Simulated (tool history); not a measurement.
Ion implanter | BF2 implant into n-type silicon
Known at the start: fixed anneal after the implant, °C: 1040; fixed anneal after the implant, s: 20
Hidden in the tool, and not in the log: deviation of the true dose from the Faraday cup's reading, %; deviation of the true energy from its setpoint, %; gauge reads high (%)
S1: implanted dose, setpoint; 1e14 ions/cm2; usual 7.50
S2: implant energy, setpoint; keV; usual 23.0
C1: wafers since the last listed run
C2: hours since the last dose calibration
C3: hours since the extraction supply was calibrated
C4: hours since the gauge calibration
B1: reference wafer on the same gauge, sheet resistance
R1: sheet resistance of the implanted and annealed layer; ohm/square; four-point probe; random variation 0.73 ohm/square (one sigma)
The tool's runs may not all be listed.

| run | hour | S1 | S2 | C1 | C2 | C3 | C4 | B1 | R1 |
|---|---|---|---|---|---|---|---|---|---|
| 1 | 0.0 | 7.50 | 24.5 | 0 | 1379.0 | 1686.5 | 746.2 | 180.01 | 173.18 |
| 2 | 57.6 | 7.50 | 24.5 | 883 | 1436.6 | 1744.1 | 803.8 | 180.16 | 173.13 |
| 3 | 81.6 | 7.50 | 24.5 | 368 | 1460.6 | 1768.1 | 827.8 | 179.89 | 171.95 |
| 4 | 111.2 | 7.50 | 23.0 | 454 | 1490.2 | 1797.7 | 857.4 | 179.84 | 174.22 |
| 5 | 149.0 | 7.50 | 23.0 | 579 | 1528.0 | 1835.5 | 895.2 | 180.07 | 174.07 |
| 6 | 175.7 | 8.19 | 23.0 | 409 | 1554.7 | 1862.2 | 921.9 | 179.94 | 163.44 |
| 7 | 251.9 | 8.19 | 23.0 | 1168 | 1630.9 | 1938.4 | 998.1 | 179.72 | 163.87 |
| 8 | 276.6 | 8.19 | 23.0 | 378 | 1655.6 | 1963.1 | 1022.8 | 179.94 | 163.54 |
| 9 | 313.2 | 7.50 | 26.0 | 561 | 1692.2 | 1999.7 | 1059.4 | 180.03 | 171.22 |
| 10 | 353.0 | 7.50 | 23.0 | 610 | 1732.0 | 2039.5 | 1099.2 | 180.28 | 173.63 |
|  | 405.5 | gauge calibrated |
| 11 | 408.0 | 7.50 | 23.0 | 843 | 1787.0 | 2094.5 | 2.5 | 180.06 | 173.82 |
| 12 | 478.6 | 7.50 | 23.0 | 1082 | 1857.6 | 2165.1 | 73.1 | 180.08 | 174.75 |
| 13 | 516.1 | 6.02 | 18.5 | 575 | 1895.1 | 2202.6 | 110.6 | 180.17 | 212.52 |
| 14 | 572.4 | 7.50 | 23.0 | 863 | 1951.4 | 2258.9 | 166.9 | 180.19 | 174.10 |
|  | 602.7 | Faraday cup replaced and dose calibrated |
| 15 | 622.3 | 9.56 | 28.0 | 642 | 19.6 | 2308.8 | 216.8 | 179.85 | 141.69 |
| 16 | 658.5 | 6.10 | 18.5 | 555 | 55.8 | 2345.0 | 253.0 | 180.32 | 211.27 |
| 17 | 710.5 | 5.58 | 17.5 | 797 | 107.8 | 2397.0 | 305.0 | 179.80 | 227.63 |
|  | 741.7 | extraction supply calibrated |
| 18 | 769.1 | 8.08 | 23.0 | 776 | 166.4 | 27.4 | 363.6 | 180.06 | 164.84 |
| 19 | 835.6 | 7.50 | 23.0 | 1019 | 232.9 | 93.9 | 430.1 | 180.16 | 174.19 |
| 20 | 866.8 | 7.50 | 31.0 | 478 | 264.1 | 125.1 | 461.3 | 179.95 | 164.81 |
| 21 | 910.2 | 5.90 | 27.5 | 665 | 307.5 | 168.5 | 504.7 | 180.14 | 204.51 |
| 22 | 935.6 | 5.37 | 29.0 | 389 | 332.9 | 193.9 | 530.1 | 179.85 | 221.14 |
| 23 | 980.9 | 8.32 | 27.0 | 694 | 378.2 | 239.2 | 575.4 | 179.88 | 155.95 |
| 24 | 1025.6 | 9.29 | 23.0 | 685 | 422.9 | 283.9 | 620.1 | 180.02 | 150.85 |

Forecast each of these 3 alternatives for the next run:
| A | 1026.0 | 8.61 | 23.0 | 6 | 423.3 | 284.3 | 620.5 | ? | ? |
| B | 1026.0 | 8.83 | 16.0 | 6 | 423.3 | 284.3 | 620.5 | ? | ? |
| C | 1026.0 | 9.03 | 16.5 | 6 | 423.3 | 284.3 | 620.5 | ? | ? |

| run | B1 | R1 |
|---|---|---|
| A | 179.83 | 158.31 |
| B | 179.83 | 169.97 |
| C | 179.83 | 166.59 |
Without the tool's hidden state the same runs would have given:
| run | R1 |
|---|---|
| A | 158.31 |
| B | 169.97 |
| C | 166.59 |
